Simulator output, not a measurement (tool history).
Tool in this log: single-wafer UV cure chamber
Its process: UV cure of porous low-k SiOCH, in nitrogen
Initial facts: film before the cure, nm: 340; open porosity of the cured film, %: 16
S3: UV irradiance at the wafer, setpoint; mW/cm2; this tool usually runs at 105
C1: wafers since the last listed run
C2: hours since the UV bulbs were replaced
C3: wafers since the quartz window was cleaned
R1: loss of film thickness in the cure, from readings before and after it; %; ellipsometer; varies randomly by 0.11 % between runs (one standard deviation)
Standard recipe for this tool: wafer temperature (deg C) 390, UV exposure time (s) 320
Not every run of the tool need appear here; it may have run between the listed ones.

{"run": 1, "day": 0.0, "wafer temperature (deg C)": 390, "UV exposure time (s)": 320, "S3": 105, "C1": 0, "C2": 803.8, "C3": 982, "R1": 12.558}
{"run": 2, "day": 0.808, "wafer temperature (deg C)": 390, "UV exposure time (s)": 320, "S3": 105, "C1": 194, "C2": 823.2, "C3": 1176, "R1": 12.619}
{"day": 1.262, "done": "quartz window cleaned"}
{"run": 3, "day": 1.283, "wafer temperature (deg C)": 390, "UV exposure time (s)": 320, "S3": 105, "C1": 34, "C2": 834.6, "C3": 4, "R1": 12.47}
{"run": 4, "day": 1.867, "wafer temperature (deg C)": 390, "UV exposure time (s)": 320, "S3": 105, "C1": 140, "C2": 848.6, "C3": 145, "R1": 12.543}
{"run": 5, "day": 2.575, "wafer temperature (deg C)": 390, "UV exposure time (s)": 320, "S3": 105, "C1": 170, "C2": 865.6, "C3": 315, "R1": 12.613}
{"run": 6, "day": 3.275, "wafer temperature (deg C)": 390, "UV exposure time (s)": 320, "S3": 105, "C1": 168, "C2": 882.4, "C3": 483, "R1": 12.529}
{"run": 7, "day": 3.704, "wafer temperature (deg C)": 403, "UV exposure time (s)": 320, "S3": 105, "C1": 103, "C2": 892.7, "C3": 586, "R1": 12.77}
{"run": 8, "day": 4.617, "wafer temperature (deg C)": 403, "UV exposure time (s)": 320, "S3": 105, "C1": 219, "C2": 914.6, "C3": 805, "R1": 12.737}
{"run": 9, "day": 5.179, "wafer temperature (deg C)": 390, "UV exposure time (s)": 320, "S3": 105, "C1": 135, "C2": 928.1, "C3": 941, "R1": 12.689}
{"run": 10, "day": 5.804, "wafer temperature (deg C)": 390, "UV exposure time (s)": 320, "S3": 105, "C1": 150, "C2": 943.1, "C3": 1091, "R1": 12.69}
{"day": 6.417, "done": "quartz window cleaned"}
{"run": 11, "day": 6.438, "wafer temperature (deg C)": 390, "UV exposure time (s)": 380, "S3": 74, "C1": 72, "C2": 958.3, "C3": 4, "R1": 11.626}
{"run": 12, "day": 6.55, "wafer temperature (deg C)": 390, "UV exposure time (s)": 320, "S3": 105, "C1": 27, "C2": 961, "C3": 31, "R1": 12.61}
{"run": 13, "day": 7.067, "wafer temperature (deg C)": 403, "UV exposure time (s)": 225, "S3": 121, "C1": 124, "C2": 973.4, "C3": 156, "R1": 11.672}
{"run": 14, "day": 7.521, "wafer temperature (deg C)": 409, "UV exposure time (s)": 135, "S3": 105, "C1": 109, "C2": 984.3, "C3": 265, "R1": 9.03}
{"run": 15, "day": 7.933, "wafer temperature (deg C)": 406, "UV exposure time (s)": 465, "S3": 92, "C1": 99, "C2": 994.2, "C3": 364, "R1": 13.853}
{"day": 8.496, "done": "UV bulbs replaced"}
{"run": 16, "day": 8.6, "wafer temperature (deg C)": 405, "UV exposure time (s)": 475, "S3": 105, "C1": 80, "C2": 2.5, "C3": 444, "R1": 14.566}
{"run": 17, "day": 9.308, "wafer temperature (deg C)": 390, "UV exposure time (s)": 400, "S3": 143, "C1": 170, "C2": 19.5, "C3": 614, "R1": 14.884}
{"run": 18, "day": 9.642, "wafer temperature (deg C)": 406, "UV exposure time (s)": 440, "S3": 75, "C1": 80, "C2": 27.5, "C3": 694, "R1": 12.729}
{"run": 19, "day": 9.992, "wafer temperature (deg C)": 390, "UV exposure time (s)": 320, "S3": 105, "C1": 84, "C2": 35.9, "C3": 778, "R1": 12.575}
{"run": 20, "day": 10.683, "wafer temperature (deg C)": 400, "UV exposure time (s)": 320, "S3": 105, "C1": 166, "C2": 52.5, "C3": 945, "R1": 12.586}
{"day": 11.146, "done": "quartz window cleaned"}
{"run": 21, "day": 11.167, "wafer temperature (deg C)": 400, "UV exposure time (s)": 450, "S3": 73, "C1": 36, "C2": 64.1, "C3": 4, "R1": 12.441}

Alternative continuations, all from the tool just after run 21; predict every row:
{"run": "A", "day": 11.183, "wafer temperature (deg C)": 406, "UV exposure time (s)": 320, "S3": 105, "C1": 4, "C2": 64.5, "C3": 8, "R1": "?"}
{"run": "B", "day": 11.183, "wafer temperature (deg C)": 401, "UV exposure time (s)": 320, "S3": 105, "C1": 4, "C2": 64.5, "C3": 8, "R1": "?"}
{"run": "C", "day": 11.183, "wafer temperature (deg C)": 407, "UV exposure time (s)": 140, "S3": 72, "C1": 4, "C2": 64.5, "C3": 8, "R1": "?"}
{"run": "D", "day": 11.183, "wafer temperature (deg C)": 399, "UV exposure time (s)": 485, "S3": 105, "C1": 4, "C2": 64.5, "C3": 8, "R1": "?"}
{"run": "E", "day": 11.183, "wafer temperature (deg C)": 397, "UV exposure time (s)": 230, "S3": 105, "C1": 4, "C2": 64.5, "C3": 8, "R1": "?"}

run=A R1=12.751
run=B R1=12.663
run=C R1=7.602
run=D R1=14.562
run=E R1=11.104
The same runs, with their run-to-run variation unchanged, on a tool lacking any hidden condition would have given:
run=A R1=12.751
run=B R1=12.663
run=C R1=7.602
run=D R1=14.562
run=E R1=11.104

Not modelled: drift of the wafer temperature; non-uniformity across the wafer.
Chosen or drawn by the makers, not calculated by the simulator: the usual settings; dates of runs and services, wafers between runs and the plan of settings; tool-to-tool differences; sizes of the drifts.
